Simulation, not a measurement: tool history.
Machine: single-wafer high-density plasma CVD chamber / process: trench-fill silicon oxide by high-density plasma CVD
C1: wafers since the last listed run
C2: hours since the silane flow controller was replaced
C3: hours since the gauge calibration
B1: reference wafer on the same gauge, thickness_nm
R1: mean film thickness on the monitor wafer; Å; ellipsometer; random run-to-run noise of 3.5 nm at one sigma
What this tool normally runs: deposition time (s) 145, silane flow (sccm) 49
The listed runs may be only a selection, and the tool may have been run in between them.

run 1 day=0.000 | deposition_time_(s)=139 silane_flow_(sccm)=49 | C1=0 C2=2439.9 C3=279.8 | B1=754.645 | R1=6396.07
run 2 day=2.108 | deposition_time_(s)=139 silane_flow_(sccm)=49 | C1=578 C2=2490.5 C3=330.4 | B1=754.641 | R1=6357.86
run 3 day=4.738 | deposition_time_(s)=155 silane_flow_(sccm)=49 | C1=721 C2=2553.6 C3=393.5 | B1=755.443 | R1=7169.69
run 4 day=6.350 | deposition_time_(s)=155 silane_flow_(sccm)=49 | C1=442 C2=2592.3 C3=432.2 | B1=754.630 | R1=7157.48
run 5 day=9.079 | deposition_time_(s)=155 silane_flow_(sccm)=49 | C1=749 C2=2657.8 C3=497.7 | B1=755.172 | R1=7142.79
run 6 day=10.329 | deposition_time_(s)=145 silane_flow_(sccm)=49 | C1=343 C2=2687.8 C3=527.7 | B1=755.796 | R1=6731.13
run 7 day=13.300 | deposition_time_(s)=145 silane_flow_(sccm)=49 | C1=815 C2=2759.1 C3=599.0 | B1=754.627 | R1=6665.16
run 8 day=15.292 | deposition_time_(s)=125 silane_flow_(sccm)=49 | C1=546 C2=2806.9 C3=646.8 | B1=754.747 | R1=5781.24
run 9 day=17.942 | deposition_time_(s)=125 silane_flow_(sccm)=49 | C1=727 C2=2870.5 C3=710.4 | B1=754.999 | R1=5728.12
run 10 day=20.379 | deposition_time_(s)=145 silane_flow_(sccm)=49 | C1=669 C2=2929.0 C3=768.9 | B1=754.423 | R1=6663.48
run 11 day=22.579 | deposition_time_(s)=145 silane_flow_(sccm)=49 | C1=604 C2=2981.8 C3=821.7 | B1=754.238 | R1=6691.15
run 12 day=23.658 | deposition_time_(s)=145 silane_flow_(sccm)=49 | C1=296 C2=3007.7 C3=847.6 | B1=754.716 | R1=6694.51
run 13 day=26.100 | deposition_time_(s)=145 silane_flow_(sccm)=49 | C1=670 C2=3066.3 C3=906.2 | B1=755.140 | R1=6708.55
run 14 day=27.804 | deposition_time_(s)=117 silane_flow_(sccm)=46 | C1=467 C2=3107.2 C3=947.1 | B1=755.416 | R1=5080.68
run 15 day=30.400 | deposition_time_(s)=167 silane_flow_(sccm)=43 | C1=712 C2=3169.5 C3=1009.4 | B1=755.401 | R1=6720.49
run 16 day=32.096 | deposition_time_(s)=145 silane_flow_(sccm)=49 | C1=465 C2=3210.2 C3=1050.1 | B1=755.689 | R1=6709.49
-- day=33.592 silane flow controller replaced
run 17 day=34.162 | deposition_time_(s)=123 silane_flow_(sccm)=42 | C1=475 C2=13.7 C3=1099.7 | B1=754.640 | R1=5205.56
-- day=35.142 gauge calibrated
run 18 day=37.054 | deposition_time_(s)=145 silane_flow_(sccm)=49 | C1=793 C2=83.1 C3=45.9 | B1=755.745 | R1=7139.69
run 19 day=39.271 | deposition_time_(s)=145 silane_flow_(sccm)=49 | C1=608 C2=136.3 C3=99.1 | B1=755.440 | R1=7043.61
run 20 day=41.654 | deposition_time_(s)=145 silane_flow_(sccm)=49 | C1=654 C2=193.5 C3=156.3 | B1=755.042 | R1=7007.20
run 21 day=44.300 | deposition_time_(s)=136 silane_flow_(sccm)=43 | C1=726 C2=257.0 C3=219.8 | B1=755.015 | R1=5837.45
run 22 day=45.892 | deposition_time_(s)=145 silane_flow_(sccm)=55 | C1=437 C2=295.2 C3=258.0 | B1=755.003 | R1=7854.08
run 23 day=47.408 | deposition_time_(s)=145 silane_flow_(sccm)=49 | C1=416 C2=331.6 C3=294.4 | B1=754.763 | R1=7013.76
run 24 day=48.875 | deposition_time_(s)=172 silane_flow_(sccm)=54 | C1=402 C2=366.8 C3=329.6 | B1=754.185 | R1=9183.83
run 25 day=50.154 | deposition_time_(s)=170 silane_flow_(sccm)=43 | C1=351 C2=397.5 C3=360.3 | B1=755.465 | R1=7212.73
run 26 day=52.292 | deposition_time_(s)=120 silane_flow_(sccm)=58 | C1=586 C2=448.8 C3=411.6 | B1=755.155 | R1=6900.87

Across each entry between runs, compare the hidden state at the last listed run before it with the hidden state at the first listed run after it:
After run 16, before run 17: silane flow controller replaced (day 33.592)
  delivered silane flow above the setpoint (%): -6.28 -> 0.476
  measured minus no-state result, R1: -449.67 -> +24.66 Å
After run 17, before run 18: gauge calibrated (day 35.142)
  delivered silane flow above the setpoint (%): 0.476 -> 0.082
  measured minus no-state result, R1: +24.66 -> +5.85 Å
